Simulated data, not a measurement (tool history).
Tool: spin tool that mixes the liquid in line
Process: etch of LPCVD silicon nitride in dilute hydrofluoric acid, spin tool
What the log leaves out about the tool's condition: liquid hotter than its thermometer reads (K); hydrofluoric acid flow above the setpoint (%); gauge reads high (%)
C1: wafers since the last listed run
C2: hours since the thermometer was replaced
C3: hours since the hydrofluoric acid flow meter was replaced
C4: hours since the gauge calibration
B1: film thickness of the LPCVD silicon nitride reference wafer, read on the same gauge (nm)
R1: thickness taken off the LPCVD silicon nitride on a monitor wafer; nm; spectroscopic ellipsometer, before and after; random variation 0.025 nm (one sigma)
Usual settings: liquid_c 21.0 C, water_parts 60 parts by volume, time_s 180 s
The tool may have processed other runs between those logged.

{"run": 1, "day": 0.0, "liquid_c": 21.0, "water_parts": 45, "time_s": 180, "C1": 0, "C2": 488.4, "C3": 1428.7, "C4": 1414.9, "B1": 29.025, "R1": 1.9}
{"run": 2, "day": 1.654, "liquid_c": 21.0, "water_parts": 45, "time_s": 180, "C1": 248, "C2": 528.1, "C3": 1468.4, "C4": 1454.6, "B1": 28.94, "R1": 1.874}
{"run": 3, "day": 3.667, "liquid_c": 21.0, "water_parts": 60, "time_s": 135, "C1": 302, "C2": 576.4, "C3": 1516.7, "C4": 1502.9, "B1": 28.875, "R1": 1.068}
{"run": 4, "day": 6.262, "liquid_c": 21.0, "water_parts": 60, "time_s": 180, "C1": 389, "C2": 638.7, "C3": 1579.0, "C4": 1565.2, "B1": 28.793, "R1": 1.437}
{"run": 5, "day": 9.242, "liquid_c": 21.0, "water_parts": 60, "time_s": 180, "C1": 447, "C2": 710.2, "C3": 1650.5, "C4": 1636.7, "B1": 28.681, "R1": 1.403}
{"run": 6, "day": 12.129, "liquid_c": 21.0, "water_parts": 60, "time_s": 180, "C1": 433, "C2": 779.5, "C3": 1719.8, "C4": 1706.0, "B1": 28.569, "R1": 1.429}
{"run": 7, "day": 13.225, "liquid_c": 21.0, "water_parts": 50, "time_s": 180, "C1": 164, "C2": 805.8, "C3": 1746.1, "C4": 1732.3, "B1": 28.541, "R1": 1.701}
{"run": 8, "day": 15.521, "liquid_c": 24.5, "water_parts": 60, "time_s": 180, "C1": 344, "C2": 860.9, "C3": 1801.2, "C4": 1787.4, "B1": 28.373, "R1": 1.772}
{"run": 9, "day": 16.7, "liquid_c": 24.5, "water_parts": 60, "time_s": 180, "C1": 177, "C2": 889.2, "C3": 1829.5, "C4": 1815.7, "B1": 28.358, "R1": 1.788}
{"run": 10, "day": 18.108, "liquid_c": 21.0, "water_parts": 60, "time_s": 235, "C1": 211, "C2": 923.0, "C3": 1863.3, "C4": 1849.5, "B1": 28.255, "R1": 1.799}
{"run": 11, "day": 19.117, "liquid_c": 21.0, "water_parts": 60, "time_s": 235, "C1": 151, "C2": 947.2, "C3": 1887.5, "C4": 1873.7, "B1": 28.234, "R1": 1.783}
{"day": 21.142, "done": "hydrofluoric acid flow meter replaced"}
{"run": 12, "day": 21.162, "liquid_c": 21.0, "water_parts": 65, "time_s": 180, "C1": 300, "C2": 996.3, "C3": 0.5, "C4": 1922.8, "B1": 28.136, "R1": 1.285}
{"run": 13, "day": 22.2, "liquid_c": 21.0, "water_parts": 75, "time_s": 180, "C1": 155, "C2": 1021.2, "C3": 25.4, "C4": 1947.7, "B1": 28.111, "R1": 1.126}
{"run": 14, "day": 24.55, "liquid_c": 22.5, "water_parts": 30, "time_s": 140, "C1": 352, "C2": 1077.6, "C3": 81.8, "C4": 2004.1, "B1": 27.946, "R1": 2.37}
{"run": 15, "day": 26.796, "liquid_c": 24.0, "water_parts": 35, "time_s": 180, "C1": 337, "C2": 1131.5, "C3": 135.7, "C4": 2058.0, "B1": 27.846, "R1": 2.849}
{"run": 16, "day": 29.288, "liquid_c": 23.5, "water_parts": 60, "time_s": 90, "C1": 374, "C2": 1191.3, "C3": 195.5, "C4": 2117.8, "B1": 27.715, "R1": 0.818}
{"run": 17, "day": 33.117, "liquid_c": 23.0, "water_parts": 50, "time_s": 145, "C1": 574, "C2": 1283.2, "C3": 287.4, "C4": 2209.7, "B1": 27.48, "R1": 1.488}
{"day": 35.062, "done": "gauge calibrated"}
{"run": 18, "day": 35.962, "liquid_c": 19.5, "water_parts": 35, "time_s": 180, "C1": 427, "C2": 1351.5, "C3": 355.7, "C4": 21.6, "B1": 30.079, "R1": 2.231}
{"run": 19, "day": 38.338, "liquid_c": 24.5, "water_parts": 40, "time_s": 140, "C1": 356, "C2": 1408.5, "C3": 412.7, "C4": 78.6, "B1": 30.115, "R1": 2.193}
{"run": 20, "day": 39.446, "liquid_c": 21.0, "water_parts": 60, "time_s": 235, "C1": 166, "C2": 1435.1, "C3": 439.3, "C4": 105.2, "B1": 30.062, "R1": 1.918}
{"run": 21, "day": 41.088, "liquid_c": 24.5, "water_parts": 75, "time_s": 140, "C1": 246, "C2": 1474.5, "C3": 478.7, "C4": 144.6, "B1": 30.078, "R1": 1.166}
{"day": 44.667, "done": "thermometer replaced"}
{"run": 22, "day": 45.629, "liquid_c": 21.0, "water_parts": 60, "time_s": 180, "C1": 675, "C2": 23.1, "C3": 587.7, "C4": 253.6, "B1": 30.036, "R1": 1.492}
{"run": 23, "day": 47.721, "liquid_c": 23.0, "water_parts": 75, "time_s": 255, "C1": 314, "C2": 73.3, "C3": 637.9, "C4": 303.8, "B1": 30.085, "R1": 1.939}
{"run": 24, "day": 49.933, "liquid_c": 21.0, "water_parts": 80, "time_s": 180, "C1": 332, "C2": 126.4, "C3": 691.0, "C4": 356.9, "B1": 30.005, "R1": 1.115}
{"run": 25, "day": 52.875, "liquid_c": 21.0, "water_parts": 60, "time_s": 85, "C1": 441, "C2": 197.0, "C3": 761.6, "C4": 427.5, "B1": 29.951, "R1": 0.674}
{"run": 26, "day": 55.867, "liquid_c": 21.0, "water_parts": 60, "time_s": 180, "C1": 449, "C2": 268.8, "C3": 833.4, "C4": 499.3, "B1": 29.988, "R1": 1.475}
{"run": 27, "day": 56.988, "liquid_c": 18.5, "water_parts": 60, "time_s": 245, "C1": 168, "C2": 295.7, "C3": 860.3, "C4": 526.2, "B1": 30.013, "R1": 1.755}
{"run": 28, "day": 59.404, "liquid_c": 17.0, "water_parts": 70, "time_s": 235, "C1": 362, "C2": 353.7, "C3": 918.3, "C4": 584.2, "B1": 29.879, "R1": 1.258}
{"run": 29, "day": 61.342, "liquid_c": 24.0, "water_parts": 75, "time_s": 180, "C1": 290, "C2": 400.2, "C3": 964.8, "C4": 630.7, "B1": 29.892, "R1": 1.473}
{"run": 30, "day": 63.133, "liquid_c": 25.5, "water_parts": 90, "time_s": 115, "C1": 269, "C2": 443.2, "C3": 1007.8, "C4": 673.7, "B1": 29.87, "R1": 0.835}
{"run": 31, "day": 64.925, "liquid_c": 21.0, "water_parts": 60, "time_s": 180, "C1": 269, "C2": 486.2, "C3": 1050.8, "C4": 716.7, "B1": 29.83, "R1": 1.493}

Consider 5 possible next runs. They are alternatives, not a sequence: every one starts from the tool as it was left by run 31. What does each give?
{"run": "A", "day": 64.946, "liquid_c": 21.0, "water_parts": 60, "time_s": 140, "C1": 3, "C2": 486.7, "C3": 1051.3, "C4": 717.2, "B1": "?", "R1": "?"}
{"run": "B", "day": 64.946, "liquid_c": 21.0, "water_parts": 45, "time_s": 145, "C1": 3, "C2": 486.7, "C3": 1051.3, "C4": 717.2, "B1": "?", "R1": "?"}
{"run": "C", "day": 64.946, "liquid_c": 19.0, "water_parts": 30, "time_s": 235, "C1": 3, "C2": 486.7, "C3": 1051.3, "C4": 717.2, "B1": "?", "R1": "?"}
{"run": "D", "day": 64.946, "liquid_c": 25.5, "water_parts": 45, "time_s": 215, "C1": 3, "C2": 486.7, "C3": 1051.3, "C4": 717.2, "B1": "?", "R1": "?"}
{"run": "E", "day": 64.946, "liquid_c": 24.0, "water_parts": 80, "time_s": 210, "C1": 3, "C2": 486.7, "C3": 1051.3, "C4": 717.2, "B1": "?", "R1": "?"}

run=A B1=29.850 R1=1.112
run=B B1=29.850 R1=1.524
run=C B1=29.850 R1=3.180
run=D B1=29.850 R1=3.069
run=E B1=29.850 R1=1.541
With no hidden state in the tool, these same runs would have given:
run=A R1=1.119
run=B R1=1.534
run=C R1=3.199
run=D R1=3.088
run=E R1=1.550
